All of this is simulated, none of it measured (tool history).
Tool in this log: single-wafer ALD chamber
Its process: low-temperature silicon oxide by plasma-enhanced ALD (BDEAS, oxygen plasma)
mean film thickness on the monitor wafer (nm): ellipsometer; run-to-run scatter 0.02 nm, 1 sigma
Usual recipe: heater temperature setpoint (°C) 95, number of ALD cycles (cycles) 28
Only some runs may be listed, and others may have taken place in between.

run	hour	heater temperature setpoint (°C)	number of ALD cycles (cycles)	read-back reference wafer on the same gauge, thickness_nm	mean film thickness on the monitor wafer (nm)
1	0	95	28	3.795	4.167
2	80.3	95	28	3.778	4.132
3	137.1	95	28	3.773	4.143
4	224.6	95	28	3.76	4.133
5	312.1	95	28	3.741	4.104
6	378.9	95	28	3.723	4.096
# hour 401.7: gauge calibrated
7	435.3	95	28	3.828	4.198
# hour 455.1: thermocouple changed; heater temperature recalibrated
8	515.1	95	28	3.831	4.182
9	606.6	82	30	3.825	4.717
10	682.2	107	25	3.813	3.565
11	737.4	95	28	3.801	4.14
12	776.8	95	32	3.789	4.745
13	821.3	87	32	3.787	4.889
# hour 871.5: gauge calibrated
14	885.5	95	28	3.814	4.141
15	935	101	32	3.809	4.686
16	973.2	86	26	3.808	4.022

For each run, what was the tool's unlogged condition?
wafer temperature above the value expected at the setpoint (K): 0 at every run
H1: gauge reads high (%)
run	H1
1	-0.581
2	-0.778
3	-0.975
4	-1.37
5	-1.88
6	-2.34
7	0.595
8	0.509
9	0.296
10	0.0288
11	-0.219
12	-0.424
13	-0.682
14	0.0539
15	0.0259
16	-0.0201
